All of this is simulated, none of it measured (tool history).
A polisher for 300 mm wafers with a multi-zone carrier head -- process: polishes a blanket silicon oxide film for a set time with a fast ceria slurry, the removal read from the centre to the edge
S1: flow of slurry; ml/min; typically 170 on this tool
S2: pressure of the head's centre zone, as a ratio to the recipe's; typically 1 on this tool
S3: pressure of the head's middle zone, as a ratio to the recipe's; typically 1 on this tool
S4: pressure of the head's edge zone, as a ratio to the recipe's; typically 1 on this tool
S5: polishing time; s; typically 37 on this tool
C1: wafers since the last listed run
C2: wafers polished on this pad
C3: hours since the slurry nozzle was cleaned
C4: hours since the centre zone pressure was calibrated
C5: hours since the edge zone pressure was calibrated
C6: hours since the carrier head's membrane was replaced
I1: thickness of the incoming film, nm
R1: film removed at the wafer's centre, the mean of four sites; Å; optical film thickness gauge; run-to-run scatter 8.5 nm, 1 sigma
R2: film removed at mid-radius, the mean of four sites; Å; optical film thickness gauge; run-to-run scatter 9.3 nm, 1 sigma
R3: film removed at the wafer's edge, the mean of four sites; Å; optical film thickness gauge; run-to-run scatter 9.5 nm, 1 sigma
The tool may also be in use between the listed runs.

Run 1, hour 0: usual settings but S5 42 s; C1 0; C2 1077; C3 51.8; C4 403; C5 1358.2; C6 555; I1 1571.8. Result: R1 6794 Å, R2 6865 Å, R3 6720 Å.
Run 2, hour 7.5: usual settings but S3 1.1, S5 28 s; C1 87; C2 1164; C3 59.3; C4 410.5; C5 1365.7; C6 562.5; I1 1594.1. Result: R1 4560 Å, R2 4961 Å, R3 4551 Å.
At hour 12.5: worn pad replaced by a new one.
Run 3, hour 19.5: usual settings; C1 92; C2 80; C3 71.3; C4 422.5; C5 1377.7; C6 574.5; I1 1553.2. Result: R1 6568 Å, R2 6756 Å, R3 6619 Å.
At hour 26.4: edge zone pressure recalibrated.
Run 4, hour 32.3: usual settings but S2 1.04; C1 125; C2 206; C3 84.1; C4 435.3; C5 5.9; C6 587.3; I1 1581.6. Result: R1 6620 Å, R2 6408 Å, R3 6435 Å.
Run 5, hour 39: usual settings but S1 140 ml/min, S2 0.95, S3 1.11, S5 42 s; C1 77; C2 284; C3 90.8; C4 442; C5 12.6; C6 594; I1 1565.7. Result: R1 6807 Å, R2 7628 Å, R3 7006 Å.
Run 6, hour 50.9: usual settings but S1 225 ml/min, S4 0.93, S5 46 s; C1 138; C2 422; C3 102.7; C4 453.9; C5 24.5; C6 605.9; I1 1595.4. Result: R1 8000 Å, R2 7934 Å, R3 7656 Å.
Run 7, hour 57.9: usual settings but S2 0.92, S5 31 s; C1 81; C2 503; C3 109.7; C4 460.9; C5 31.5; C6 612.9; I1 1575.2. Result: R1 4839 Å, R2 5182 Å, R3 5050 Å.
Run 8, hour 64.8: usual settings but S5 42 s; C1 80; C2 583; C3 116.6; C4 467.8; C5 38.4; C6 619.8; I1 1541.4. Result: R1 6973 Å, R2 7004 Å, R3 6752 Å.
At hour 83.4: carrier head's membrane replaced by a new one.
Run 9, hour 83.9: usual settings; C1 163; C2 747; C3 135.7; C4 486.9; C5 57.5; C6 0.5; I1 1566.1. Result: R1 6102 Å, R2 6142 Å, R3 6033 Å.
Run 10, hour 88.3: usual settings but S3 0.97, S4 1.03, S5 27 s; C1 51; C2 798; C3 140.1; C4 491.3; C5 61.9; C6 4.9; I1 1570.9. Result: R1 4485 Å, R2 4354 Å, R3 4394 Å.
At hour 99.1: centre zone pressure recalibrated.
Run 11, hour 99.6: usual settings but S3 1.11; C1 108; C2 906; C3 151.4; C4 0.5; C5 73.2; C6 16.2; I1 1573.4. Result: R1 5852 Å, R2 6530 Å, R3 5967 Å.
Run 12, hour 106: usual settings; C1 74; C2 981; C3 157.8; C4 6.9; C5 79.6; C6 22.6; I1 1578.8. Result: R1 6079 Å, R2 6025 Å, R3 5924 Å.
Run 13, hour 112: usual settings but S3 1.07, S4 0.9; C1 69; C2 1050; C3 163.8; C4 12.9; C5 85.6; C6 28.6; I1 1574.9. Result: R1 5922 Å, R2 6460 Å, R3 5549 Å.
At hour 119.4: worn pad replaced by a new one.
Run 14, hour 155.6: usual settings but S5 29 s; C1 460; C2 420; C3 207.4; C4 56.5; C5 129.2; C6 72.2; I1 1580.1. Result: R1 4715 Å, R2 4900 Å, R3 4817 Å.
Run 15, hour 169.8: usual settings but S1 150 ml/min, S5 27 s; C1 164; C2 585; C3 221.6; C4 70.7; C5 143.4; C6 86.4; I1 1552.1. Result: R1 4396 Å, R2 4410 Å, R3 4340 Å.
Run 16, hour 184.6: usual settings but S3 0.89; C1 171; C2 757; C3 236.4; C4 85.5; C5 158.2; C6 101.2; I1 1569. Result: R1 6067 Å, R2 5607 Å, R3 6193 Å.
Run 17, hour 192.9: usual settings; C1 96; C2 853; C3 244.7; C4 93.8; C5 166.5; C6 109.5; I1 1566. Result: R1 6056 Å, R2 6122 Å, R3 5886 Å.
Run 18, hour 198.9: usual settings but S1 145 ml/min, S2 0.92; C1 69; C2 923; C3 250.7; C4 99.8; C5 172.5; C6 115.5; I1 1570.8. Result: R1 5281 Å, R2 5949 Å, R3 5964 Å.
Run 19, hour 212.1: usual settings but S4 1.06, S5 25 s; C1 153; C2 1077; C3 263.9; C4 113; C5 185.7; C6 128.7; I1 1538.4. Result: R1 4073 Å, R2 4058 Å, R3 4152 Å.
Run 20, hour 219.6: usual settings but S1 220 ml/min, S2 0.92, S3 0.89, S4 0.96; C1 87; C2 1164; C3 271.4; C4 120.5; C5 193.2; C6 136.2; I1 1556.1. Result: R1 5660 Å, R2 5408 Å, R3 5793 Å.
Run 21, hour 226.7: usual settings; C1 82; C2 1246; C3 278.5; C4 127.6; C5 200.3; C6 143.3; I1 1576.2. Result: R1 6079 Å, R2 6040 Å, R3 5983 Å.
At hour 231.5: worn pad replaced by a new one.
Run 22, hour 239.5: usual settings but S3 1.08; C1 102; C2 92; C3 291.3; C4 140.4; C5 213.1; C6 156.1; I1 1588.8. Result: R1 6561 Å, R2 7233 Å, R3 6427 Å.
Run 23, hour 247.9: usual settings but S3 1.05, S5 42 s; C1 97; C2 190; C3 299.7; C4 148.8; C5 221.5; C6 164.5; I1 1583.9. Result: R1 7390 Å, R2 7523 Å, R3 7319 Å.

Below are 3 alternative next runs, each starting from the tool's condition after run 23. Predict each:
Run A, hour 248.3: usual settings but S5 25 s; C1 4; C2 195; C3 300.1; C4 149.2; C5 221.9; C6 164.9; I1 1578.4. Result: R1 ?, R2 ?, R3 ?.
Run B, hour 248.3: usual settings but S1 125 ml/min, S3 1.06, S4 0.92, S5 43 s; C1 4; C2 195; C3 300.1; C4 149.2; C5 221.9; C6 164.9; I1 1578.4. Result: R1 ?, R2 ?, R3 ?.
Run C, hour 248.3: usual settings but S1 230 ml/min, S3 0.95, S4 0.94, S5 41 s; C1 4; C2 195; C3 300.1; C4 149.2; C5 221.9; C6 164.9; I1 1578.4. Result: R1 ?, R2 ?, R3 ?.

run    R1    R2    R3
  A  4268  4343  4268
  B  7085  7604  6890
  C  7235  7029  6951
What these runs would have given with no unlogged condition in the tool:
run    R1    R2    R3
  A  4499  4578  4498
  B  7467  8014  7262
  C  7625  7408  7327
